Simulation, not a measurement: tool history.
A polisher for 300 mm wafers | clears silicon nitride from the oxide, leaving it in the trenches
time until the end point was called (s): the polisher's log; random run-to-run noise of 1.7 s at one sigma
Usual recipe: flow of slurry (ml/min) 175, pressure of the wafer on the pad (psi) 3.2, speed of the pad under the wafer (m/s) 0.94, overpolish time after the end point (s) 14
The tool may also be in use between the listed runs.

run,day,flow of slurry (ml/min),pressure of the wafer on the pad (psi),speed of the pad under the wafer (m/s),overpolish time after the end point (s),wafers since the last listed run,wafers polished on this pad,hours since the slurry nozzle was cleaned,hours since the head pressure was calibrated,"incoming thickness of the incoming film, nm",time until the end point was called (s)
1,0,175,3.2,0.94,14,0,344,1.5,525.8,100.5,113.2
2,2.217,175,3.2,0.94,14,394,739,54.7,579,100,114.8
3,4.95,175,3.2,0.94,14,486,1226,120.3,644.6,99.4,114.8
4,7.429,175,3.2,0.94,14,441,1667,179.8,704.1,100.2,117
# day 9.329: worn pad replaced by a new one
5,10.138,175,3.2,0.94,14,452,143,244.8,769.1,99.9,111.4
6,11.275,175,3.2,0.94,14,202,346,272.1,796.4,100.8,112.3
7,13.692,175,3.2,0.94,14,430,776,330.1,854.4,100,114.2
8,15.838,175,3.2,1.12,14,381,1158,381.6,905.9,99.2,94.8
9,18.446,175,3.2,0.94,14,464,1622,444.2,968.5,101.5,119.2
10,20.175,175,3.2,0.94,14,307,1930,485.7,1010,100.9,121.3
11,21.583,175,3.2,0.94,14,250,2181,519.5,1043.8,100.1,120.8
# day 21.992: worn pad replaced by a new one
# day 24: head pressure recalibrated
12,24.142,175,3.2,1.1,14,410,367,580.9,3.4,98.7,95.2
13,26.021,175,3.2,1.1,14,334,702,626,48.5,100.7,95.5
14,27.758,175,2.8,0.94,14,309,1011,667.7,90.2,100.5,131.2
15,28.992,230,3.2,0.94,10,219,1231,697.3,119.8,98.8,106.3
# day 33.033: slurry nozzle cleaned
16,33.825,190,3.2,0.86,14,852,2084,19,235.8,100.5,134.3

What does the tool deliver on the next run?
# day 34.592: worn pad replaced by a new one
17,35.079,125,3.2,0.94,14,193,87,49.1,265.9,100.8,?

{"run 17": {"time until the end point was called (s)": 119.6}}
With the hidden condition absent and the run-to-run variation left alone, this run would have shown time until the end point was called (s) 119.4.

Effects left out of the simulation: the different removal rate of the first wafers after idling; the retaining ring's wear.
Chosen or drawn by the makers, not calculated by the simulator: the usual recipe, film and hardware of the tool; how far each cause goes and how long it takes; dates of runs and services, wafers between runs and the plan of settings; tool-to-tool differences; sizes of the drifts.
